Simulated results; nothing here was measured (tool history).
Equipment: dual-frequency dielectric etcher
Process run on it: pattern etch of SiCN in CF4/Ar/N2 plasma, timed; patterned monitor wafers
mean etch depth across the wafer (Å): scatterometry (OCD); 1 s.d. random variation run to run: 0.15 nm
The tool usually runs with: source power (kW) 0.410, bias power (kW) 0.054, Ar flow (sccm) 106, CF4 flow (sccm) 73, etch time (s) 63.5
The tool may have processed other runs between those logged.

run,hour,source power (kW),bias power (kW),Ar flow (sccm),CF4 flow (sccm),etch time (s),"read-back reference wafer on the same gauge, depth_nm",mean etch depth across the wafer (Å)
1,0.0,0.410,0.054,82,73,47.5,43.48,348.3
2,8.4,0.410,0.061,127,73,63.5,43.49,455.0
3,24.7,0.410,0.054,106,73,63.5,43.53,449.3
4,35.2,0.350,0.054,106,85,63.5,43.55,401.9
# hour 50.4: Ar flow controller replaced
5,52.2,0.410,0.054,106,62,48.5,43.51,330.8
# hour 85.9: wet clean of the chamber
6,86.4,0.490,0.066,106,73,56.0,43.48,498.3
7,90.2,0.410,0.061,118,73,57.5,43.45,420.9
8,98.2,0.410,0.054,106,73,46.5,43.56,332.1
9,108.2,0.410,0.054,130,84,63.5,43.53,450.4
# hour 114.3: bias power generator calibrated
# hour 123.7: CF4 flow controller replaced
10,135.5,0.410,0.050,123,73,52.0,43.49,354.6
11,151.0,0.410,0.054,106,60,63.5,43.48,437.3
12,166.4,0.410,0.054,106,73,63.5,43.43,451.8
13,183.2,0.410,0.054,81,73,63.5,43.51,470.4
14,189.5,0.350,0.054,113,73,63.5,43.53,392.2
15,201.4,0.470,0.044,106,62,76.0,43.53,550.2
16,215.8,0.410,0.054,106,73,63.5,43.43,450.3
17,230.9,0.410,0.054,106,73,63.5,43.49,454.1
18,243.5,0.410,0.054,118,73,63.5,43.41,445.8
19,255.4,0.490,0.066,106,73,56.0,43.45,494.2
20,263.6,0.410,0.054,106,87,63.5,43.49,461.3

What if the next run were any one of these 5? Each begins from the tool's condition after run 20:
A,264.0,0.410,0.054,106,73,63.5,?,?
B,264.0,0.410,0.065,106,73,63.5,?,?
C,264.0,0.410,0.054,94,84,63.5,?,?
D,264.0,0.320,0.054,106,73,63.5,?,?
E,264.0,0.410,0.059,106,73,63.5,?,?

run,"read-back reference wafer on the same gauge, depth_nm",mean etch depth across the wafer (Å)
A,43.47,451.4
B,43.47,481.3
C,43.47,469.7
D,43.47,368.1
E,43.47,465.3
Had the tool no hidden state, the same runs would have come out as:
run,mean etch depth across the wafer (Å)
A,454.3
B,484.3
C,472.7
D,370.5
E,468.3
